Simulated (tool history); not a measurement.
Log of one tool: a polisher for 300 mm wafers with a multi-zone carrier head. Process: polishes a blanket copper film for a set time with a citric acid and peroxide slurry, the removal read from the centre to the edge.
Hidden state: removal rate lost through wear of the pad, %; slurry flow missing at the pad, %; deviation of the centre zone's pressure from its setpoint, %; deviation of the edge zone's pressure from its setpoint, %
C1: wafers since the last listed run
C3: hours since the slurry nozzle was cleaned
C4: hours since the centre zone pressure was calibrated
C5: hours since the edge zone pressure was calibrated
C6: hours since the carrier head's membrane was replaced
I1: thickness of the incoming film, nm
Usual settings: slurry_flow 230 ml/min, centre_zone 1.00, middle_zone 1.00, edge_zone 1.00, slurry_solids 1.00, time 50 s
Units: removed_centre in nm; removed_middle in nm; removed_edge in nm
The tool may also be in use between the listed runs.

{"run": 1, "hour": 0.0, "slurry_flow": 230, "centre_zone": 1.0, "middle_zone": 1.0, "edge_zone": 1.0, "slurry_solids": 1.0, "time": 50, "C1": 0, "wafers polished on this pad": 288, "C3": 660.7, "C4": 337.5, "C5": 929.7, "C6": 1292.9, "I1": 1043.5, "removed_centre": 131.4, "removed_middle": 136.0, "removed_edge": 138.0}
{"run": 2, "hour": 12.4, "slurry_flow": 230, "centre_zone": 1.0, "middle_zone": 1.0, "edge_zone": 1.0, "slurry_solids": 1.0, "time": 50, "C1": 106, "wafers polished on this pad": 395, "C3": 673.1, "C4": 349.9, "C5": 942.1, "C6": 1305.3, "I1": 1058.5, "removed_centre": 135.5, "removed_middle": 133.7, "removed_edge": 134.6}
{"hour": 33.1, "done": "worn pad replaced by a new one"}
{"run": 3, "hour": 56.7, "slurry_flow": 230, "centre_zone": 1.0, "middle_zone": 1.0, "edge_zone": 1.0, "slurry_solids": 1.0, "time": 50, "C1": 347, "wafers polished on this pad": 203, "C3": 717.4, "C4": 394.2, "C5": 986.4, "C6": 1349.6, "I1": 1041.4, "removed_centre": 131.9, "removed_middle": 137.4, "removed_edge": 137.2}
{"run": 4, "hour": 87.4, "slurry_flow": 230, "centre_zone": 1.0, "middle_zone": 1.0, "edge_zone": 1.0, "slurry_solids": 1.0, "time": 57, "C1": 264, "wafers polished on this pad": 468, "C3": 748.1, "C4": 424.9, "C5": 1017.1, "C6": 1380.3, "I1": 1052.1, "removed_centre": 151.4, "removed_middle": 152.9, "removed_edge": 155.7}
{"hour": 107.8, "done": "worn pad replaced by a new one"}
{"run": 5, "hour": 121.4, "slurry_flow": 230, "centre_zone": 1.0, "middle_zone": 1.0, "edge_zone": 1.0, "slurry_solids": 1.0, "time": 57, "C1": 258, "wafers polished on this pad": 117, "C3": 782.1, "C4": 458.9, "C5": 1051.1, "C6": 1414.3, "I1": 1042.0, "removed_centre": 151.7, "removed_middle": 155.0, "removed_edge": 154.8}
{"hour": 138.3, "done": "edge zone pressure recalibrated"}
{"run": 6, "hour": 147.1, "slurry_flow": 230, "centre_zone": 1.0, "middle_zone": 1.0, "edge_zone": 1.0, "slurry_solids": 1.0, "time": 57, "C1": 204, "wafers polished on this pad": 321, "C3": 807.8, "C4": 484.6, "C5": 8.8, "C6": 1440.0, "I1": 1054.8, "removed_centre": 152.5, "removed_middle": 157.4, "removed_edge": 159.7}
{"run": 7, "hour": 160.3, "slurry_flow": 230, "centre_zone": 1.0, "middle_zone": 1.0, "edge_zone": 1.0, "slurry_solids": 1.0, "time": 50, "C1": 113, "wafers polished on this pad": 435, "C3": 821.0, "C4": 497.8, "C5": 22.0, "C6": 1453.2, "I1": 1049.8, "removed_centre": 133.2, "removed_middle": 135.7, "removed_edge": 139.3}
{"hour": 177.9, "done": "worn pad replaced by a new one"}
{"hour": 185.8, "done": "carrier head's membrane replaced by a new one"}
{"run": 8, "hour": 186.3, "slurry_flow": 230, "centre_zone": 1.0, "middle_zone": 1.0, "edge_zone": 1.0, "slurry_solids": 1.0, "time": 50, "C1": 146, "wafers polished on this pad": 29, "C3": 847.0, "C4": 523.8, "C5": 48.0, "C6": 0.5, "I1": 1037.5, "removed_centre": 134.4, "removed_middle": 133.8, "removed_edge": 137.6}
{"hour": 200.0, "done": "slurry nozzle cleaned"}
{"run": 9, "hour": 213.6, "slurry_flow": 230, "centre_zone": 1.0, "middle_zone": 1.0, "edge_zone": 1.0, "slurry_solids": 1.0, "time": 50, "C1": 226, "wafers polished on this pad": 256, "C3": 13.6, "C4": 551.1, "C5": 75.3, "C6": 27.8, "I1": 1052.4, "removed_centre": 134.1, "removed_middle": 134.9, "removed_edge": 133.7}
{"run": 10, "hour": 239.8, "slurry_flow": 230, "centre_zone": 1.08, "middle_zone": 1.0, "edge_zone": 1.0, "slurry_solids": 1.0, "time": 50, "C1": 225, "wafers polished on this pad": 482, "C3": 39.8, "C4": 577.3, "C5": 101.5, "C6": 54.0, "I1": 1061.2, "removed_centre": 142.5, "removed_middle": 134.5, "removed_edge": 139.3}
{"hour": 242.3, "done": "centre zone pressure recalibrated"}
{"hour": 246.3, "done": "worn pad replaced by a new one"}
{"run": 11, "hour": 255.5, "slurry_flow": 230, "centre_zone": 1.11, "middle_zone": 1.0, "edge_zone": 0.92, "slurry_solids": 1.0, "time": 50, "C1": 83, "wafers polished on this pad": 79, "C3": 55.5, "C4": 13.2, "C5": 117.2, "C6": 69.7, "I1": 1074.3, "removed_centre": 149.4, "removed_middle": 136.1, "removed_edge": 130.2}
{"run": 12, "hour": 275.5, "slurry_flow": 230, "centre_zone": 1.0, "middle_zone": 1.0, "edge_zone": 1.0, "slurry_solids": 1.25, "time": 66, "C1": 172, "wafers polished on this pad": 251, "C3": 75.5, "C4": 33.2, "C5": 137.2, "C6": 89.7, "I1": 1081.6, "removed_centre": 185.7, "removed_middle": 188.1, "removed_edge": 192.3}
{"run": 13, "hour": 301.1, "slurry_flow": 230, "centre_zone": 1.0, "middle_zone": 1.0, "edge_zone": 1.0, "slurry_solids": 1.0, "time": 44, "C1": 220, "wafers polished on this pad": 472, "C3": 101.1, "C4": 58.8, "C5": 162.8, "C6": 115.3, "I1": 1051.7, "removed_centre": 118.4, "removed_middle": 119.3, "removed_edge": 122.9}
{"hour": 314.9, "done": "worn pad replaced by a new one"}
{"run": 14, "hour": 317.5, "slurry_flow": 230, "centre_zone": 0.9, "middle_zone": 1.0, "edge_zone": 1.0, "slurry_solids": 1.0, "time": 50, "C1": 106, "wafers polished on this pad": 22, "C3": 117.5, "C4": 75.2, "C5": 179.2, "C6": 131.7, "I1": 1081.1, "removed_centre": 120.6, "removed_middle": 135.2, "removed_edge": 136.5}
{"run": 15, "hour": 330.6, "slurry_flow": 230, "centre_zone": 0.94, "middle_zone": 1.09, "edge_zone": 1.07, "slurry_solids": 0.85, "time": 50, "C1": 112, "wafers polished on this pad": 135, "C3": 130.6, "C4": 88.3, "C5": 192.3, "C6": 144.8, "I1": 1059.9, "removed_centre": 121.5, "removed_middle": 140.7, "removed_edge": 136.8}
{"run": 16, "hour": 346.9, "slurry_flow": 230, "centre_zone": 1.0, "middle_zone": 1.0, "edge_zone": 1.0, "slurry_solids": 1.0, "time": 50, "C1": 140, "wafers polished on this pad": 276, "C3": 146.9, "C4": 104.6, "C5": 208.6, "C6": 161.1, "I1": 1039.0, "removed_centre": 134.3, "removed_middle": 136.0, "removed_edge": 135.9}
{"run": 17, "hour": 365.0, "slurry_flow": 305, "centre_zone": 1.06, "middle_zone": 1.06, "edge_zone": 1.0, "slurry_solids": 1.1, "time": 50, "C1": 156, "wafers polished on this pad": 432, "C3": 165.0, "C4": 122.7, "C5": 226.7, "C6": 179.2, "I1": 1073.8, "removed_centre": 150.6, "removed_middle": 148.8, "removed_edge": 141.4}

Forecast each of these 3 alternatives for the next run:
{"run": "A", "hour": 365.4, "slurry_flow": 230, "centre_zone": 1.0, "middle_zone": 1.0, "edge_zone": 1.09, "slurry_solids": 1.0, "time": 50, "C1": 3, "wafers polished on this pad": 435, "C3": 165.4, "C4": 123.1, "C5": 227.1, "C6": 179.6, "I1": 1049.1, "removed_centre": "?", "removed_middle": "?", "removed_edge": "?"}
{"run": "B", "hour": 365.4, "slurry_flow": 300, "centre_zone": 1.0, "middle_zone": 1.0, "edge_zone": 1.0, "slurry_solids": 1.0, "time": 50, "C1": 3, "wafers polished on this pad": 435, "C3": 165.4, "C4": 123.1, "C5": 227.1, "C6": 179.6, "I1": 1049.1, "removed_centre": "?", "removed_middle": "?", "removed_edge": "?"}
{"run": "C", "hour": 365.4, "slurry_flow": 230, "centre_zone": 1.04, "middle_zone": 1.0, "edge_zone": 1.0, "slurry_solids": 1.0, "time": 50, "C1": 3, "wafers polished on this pad": 435, "C3": 165.4, "C4": 123.1, "C5": 227.1, "C6": 179.6, "I1": 1049.1, "removed_centre": "?", "removed_middle": "?", "removed_edge": "?"}

run=A removed_centre=133.4 removed_middle=136.0 removed_edge=144.9
run=B removed_centre=138.1 removed_middle=140.4 removed_edge=142.2
run=C removed_centre=138.8 removed_middle=136.0 removed_edge=138.9
Without the tool's hidden state the same runs would have given:
run=A removed_centre=133.4 removed_middle=136.0 removed_edge=144.9
run=B removed_centre=138.1 removed_middle=140.4 removed_edge=142.2
run=C removed_centre=138.8 removed_middle=136.0 removed_edge=138.9

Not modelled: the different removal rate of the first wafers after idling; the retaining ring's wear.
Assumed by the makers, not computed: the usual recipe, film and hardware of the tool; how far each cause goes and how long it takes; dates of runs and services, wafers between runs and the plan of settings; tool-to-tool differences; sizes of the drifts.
